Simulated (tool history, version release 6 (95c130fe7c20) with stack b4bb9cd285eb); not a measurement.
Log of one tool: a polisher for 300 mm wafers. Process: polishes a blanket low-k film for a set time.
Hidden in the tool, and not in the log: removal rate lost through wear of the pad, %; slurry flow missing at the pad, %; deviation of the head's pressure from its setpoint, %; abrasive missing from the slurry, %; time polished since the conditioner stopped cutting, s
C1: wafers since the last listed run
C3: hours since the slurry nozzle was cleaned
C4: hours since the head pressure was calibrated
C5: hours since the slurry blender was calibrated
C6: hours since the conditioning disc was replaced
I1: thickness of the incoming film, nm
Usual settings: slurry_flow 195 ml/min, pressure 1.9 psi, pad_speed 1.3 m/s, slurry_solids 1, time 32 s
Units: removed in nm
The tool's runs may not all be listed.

{"run": 1, "hour": 0.0, "slurry_flow": 195, "pressure": 1.9, "pad_speed": 1.3, "slurry_solids": 1, "time": 32, "C1": 0, "wafers polished on this pad": 173, "C3": 425.3, "C4": 423.9, "C5": 185.1, "C6": 157.4, "I1": 694.7, "removed": 13.1}
{"run": 2, "hour": 11.4, "slurry_flow": 195, "pressure": 1.9, "pad_speed": 1.3, "slurry_solids": 1, "time": 32, "C1": 146, "wafers polished on this pad": 319, "C3": 436.7, "C4": 435.3, "C5": 196.5, "C6": 168.8, "I1": 697.7, "removed": 13}
{"run": 3, "hour": 22.5, "slurry_flow": 195, "pressure": 1.9, "pad_speed": 1.3, "slurry_solids": 1, "time": 32, "C1": 142, "wafers polished on this pad": 462, "C3": 447.8, "C4": 446.4, "C5": 207.6, "C6": 179.9, "I1": 692.9, "removed": 12.2}
{"run": 4, "hour": 28.9, "slurry_flow": 195, "pressure": 1.9, "pad_speed": 1.3, "slurry_solids": 1, "time": 32, "C1": 82, "wafers polished on this pad": 544, "C3": 454.2, "C4": 452.8, "C5": 214, "C6": 186.3, "I1": 683.9, "removed": 11.8}
{"hour": 39.0, "done": "worn pad replaced by a new one"}
{"run": 5, "hour": 39.5, "slurry_flow": 195, "pressure": 1.9, "pad_speed": 1.3, "slurry_solids": 1, "time": 32, "C1": 84, "wafers polished on this pad": 6, "C3": 464.8, "C4": 463.4, "C5": 224.6, "C6": 196.9, "I1": 693.8, "removed": 13.5}
{"run": 6, "hour": 50.7, "slurry_flow": 195, "pressure": 1.9, "pad_speed": 1.3, "slurry_solids": 1, "time": 32, "C1": 143, "wafers polished on this pad": 149, "C3": 476, "C4": 474.6, "C5": 235.8, "C6": 208.1, "I1": 703.9, "removed": 13.4}
{"run": 7, "hour": 58.4, "slurry_flow": 195, "pressure": 1.9, "pad_speed": 1.3, "slurry_solids": 1, "time": 32, "C1": 98, "wafers polished on this pad": 248, "C3": 483.7, "C4": 482.3, "C5": 243.5, "C6": 215.8, "I1": 706.9, "removed": 13}
{"hour": 63.7, "done": "slurry nozzle cleaned"}
{"run": 8, "hour": 74.8, "slurry_flow": 195, "pressure": 1.9, "pad_speed": 1.3, "slurry_solids": 0.85, "time": 32, "C1": 197, "wafers polished on this pad": 446, "C3": 11.1, "C4": 498.7, "C5": 259.9, "C6": 232.2, "I1": 697.2, "removed": 11.7}
{"hour": 87.9, "done": "worn pad replaced by a new one"}
{"hour": 111.2, "done": "head pressure recalibrated"}
{"run": 9, "hour": 111.7, "slurry_flow": 160, "pressure": 1.5, "pad_speed": 1.52, "slurry_solids": 1, "time": 32, "C1": 396, "wafers polished on this pad": 279, "C3": 48, "C4": 0.5, "C5": 296.8, "C6": 269.1, "I1": 691.7, "removed": 12.2}
{"run": 10, "hour": 118.9, "slurry_flow": 195, "pressure": 2.5, "pad_speed": 1.3, "slurry_solids": 0.7, "time": 32, "C1": 92, "wafers polished on this pad": 372, "C3": 55.2, "C4": 7.7, "C5": 304, "C6": 276.3, "I1": 706.8, "removed": 16.2}
{"hour": 128.3, "done": "slurry blender recalibrated"}
{"hour": 130.3, "done": "worn pad replaced by a new one"}
{"hour": 136.0, "done": "conditioning disc replaced and pad reconditioned"}
{"run": 11, "hour": 138.0, "slurry_flow": 195, "pressure": 1.9, "pad_speed": 1.3, "slurry_solids": 1, "time": 32, "C1": 168, "wafers polished on this pad": 73, "C3": 74.3, "C4": 26.8, "C5": 9.7, "C6": 2, "I1": 691.4, "removed": 14.2}
{"run": 12, "hour": 149.7, "slurry_flow": 195, "pressure": 1.4, "pad_speed": 0.88, "slurry_solids": 1, "time": 40, "C1": 150, "wafers polished on this pad": 223, "C3": 86, "C4": 38.5, "C5": 21.4, "C6": 13.7, "I1": 696.3, "removed": 9.7}
{"run": 13, "hour": 161.1, "slurry_flow": 195, "pressure": 1.3, "pad_speed": 1.3, "slurry_solids": 0.85, "time": 32, "C1": 146, "wafers polished on this pad": 369, "C3": 97.4, "C4": 49.9, "C5": 32.8, "C6": 25.1, "I1": 695.8, "removed": 8.7}
{"run": 14, "hour": 177.3, "slurry_flow": 195, "pressure": 1.9, "pad_speed": 1.3, "slurry_solids": 1, "time": 32, "C1": 207, "wafers polished on this pad": 577, "C3": 113.6, "C4": 66.1, "C5": 49, "C6": 41.3, "I1": 713.9, "removed": 12.7}
{"hour": 183.0, "done": "worn pad replaced by a new one"}
{"run": 15, "hour": 188.4, "slurry_flow": 175, "pressure": 1.9, "pad_speed": 1.3, "slurry_solids": 1, "time": 32, "C1": 91, "wafers polished on this pad": 68, "C3": 124.7, "C4": 77.2, "C5": 60.1, "C6": 52.4, "I1": 700.9, "removed": 14.4}
{"run": 16, "hour": 194.9, "slurry_flow": 165, "pressure": 2.5, "pad_speed": 1.42, "slurry_solids": 1, "time": 29, "C1": 83, "wafers polished on this pad": 152, "C3": 131.2, "C4": 83.7, "C5": 66.6, "C6": 58.9, "I1": 700.5, "removed": 17.5}
{"run": 17, "hour": 210.0, "slurry_flow": 195, "pressure": 1.4, "pad_speed": 0.94, "slurry_solids": 1.25, "time": 23, "C1": 193, "wafers polished on this pad": 346, "C3": 146.3, "C4": 98.8, "C5": 81.7, "C6": 74, "I1": 700.5, "removed": 6.1}

Hidden state or all else? Some run-to-run changes of removed, split into what the settings, what came in and random variation would give without the hidden state, and what is left for the hidden state (with any gauge scatter that isn't in both results):
Run 14 -> 15: slurry_flow 195 -> 175, worn pad replaced by a new one. removed +1.7 nm: hidden state +1.8, all else -0.1.
Run 16 -> 17: slurry_flow 165 -> 195, pressure 2.5 -> 1.4, pad_speed 1.42 -> 0.94, slurry_solids 1 -> 1.25, time 29 -> 23. removed -11.4 nm: hidden state +0.2, all else -11.6.

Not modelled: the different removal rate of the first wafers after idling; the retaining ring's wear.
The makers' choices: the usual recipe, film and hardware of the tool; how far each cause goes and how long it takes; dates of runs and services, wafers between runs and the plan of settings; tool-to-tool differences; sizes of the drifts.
